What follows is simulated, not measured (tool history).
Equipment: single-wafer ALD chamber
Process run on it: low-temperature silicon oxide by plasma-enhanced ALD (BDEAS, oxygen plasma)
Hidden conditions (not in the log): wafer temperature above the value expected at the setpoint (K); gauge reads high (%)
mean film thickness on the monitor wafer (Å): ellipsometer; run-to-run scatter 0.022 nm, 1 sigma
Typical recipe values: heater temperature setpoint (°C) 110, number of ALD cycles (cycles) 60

run,day,heater temperature setpoint (°C),number of ALD cycles (cycles),wafers since the last listed run,hours since the last thermocouple change,hours since the gauge calibration,"read-back reference wafer on the same gauge, thickness_nm",mean film thickness on the monitor wafer (Å)
1,0,110,60,0,1857.5,344.7,8.434,87.6
2,1.312,116,60,181,1889,376.2,8.444,86.94
3,2.804,116,60,206,1924.8,412,8.452,86.76
4,3.879,116,60,148,1950.6,437.8,8.46,86.66
5,5.192,110,60,181,1982.1,469.3,8.467,87.72
6,6.588,110,60,193,2015.6,502.8,8.476,87.74
7,7.183,110,60,82,2029.9,517.1,8.478,88.45
8,8.617,110,60,198,2064.3,551.5,8.489,87.8
9,9.196,122,60,80,2078.2,565.4,8.492,86.14
10,10.621,122,60,197,2112.4,599.6,8.501,86.35
11,11.429,110,60,111,2131.8,619,8.504,88.22
12,12.15,105,60,99,2149.1,636.3,8.507,88.94
13,13.446,105,60,179,2180.2,667.4,8.515,89.23
14,14.55,105,60,152,2206.7,693.9,8.524,89.18
15,15.679,110,60,156,2233.8,721,8.53,88.06
16,16.55,105,60,120,2254.7,741.9,8.534,89.3
17,17.621,110,60,148,2280.4,767.6,8.541,88.25
# day 18.2: thermocouple changed; heater temperature recalibrated
18,18.467,97,60,70,6.4,787.9,8.547,91.18
19,18.979,110,70,70,18.7,800.2,8.552,103.59
20,20.075,105,60,151,45,826.5,8.562,89.62
# day 20.346: gauge calibrated
21,20.604,96,60,73,57.7,6.2,8.357,89.13
22,21.196,110,60,81,71.9,20.4,8.364,86.9
23,22.617,110,60,196,106,54.5,8.369,86.94
24,23.575,110,54,132,129,77.5,8.375,78.28
25,24.725,110,60,159,156.6,105.1,8.379,87.24
26,25.671,121,54,130,179.3,127.8,8.39,76.83
27,26.542,119,64,120,200.2,148.7,8.394,91.58
28,27.521,117,68,135,223.7,172.2,8.403,97.52
29,28.804,124,68,177,254.5,203,8.405,96.36
30,30.2,106,51,193,288,236.5,8.414,74.83

Here are 3 independent what-if runs from the current tool condition. What would each one return?
A,30.221,110,67,2,288.5,237,?,?
B,30.221,99,71,2,288.5,237,?,?
C,30.221,110,57,2,288.5,237,?,?

run,"read-back reference wafer on the same gauge, thickness_nm",mean film thickness on the monitor wafer (Å)
A,8.418,97.2
B,8.418,104.83
C,8.418,82.69
The same runs, with their run-to-run variation unchanged, on a tool lacking any hidden condition would have given:
run,mean film thickness on the monitor wafer (Å)
A,95.97
B,103.51
C,81.65
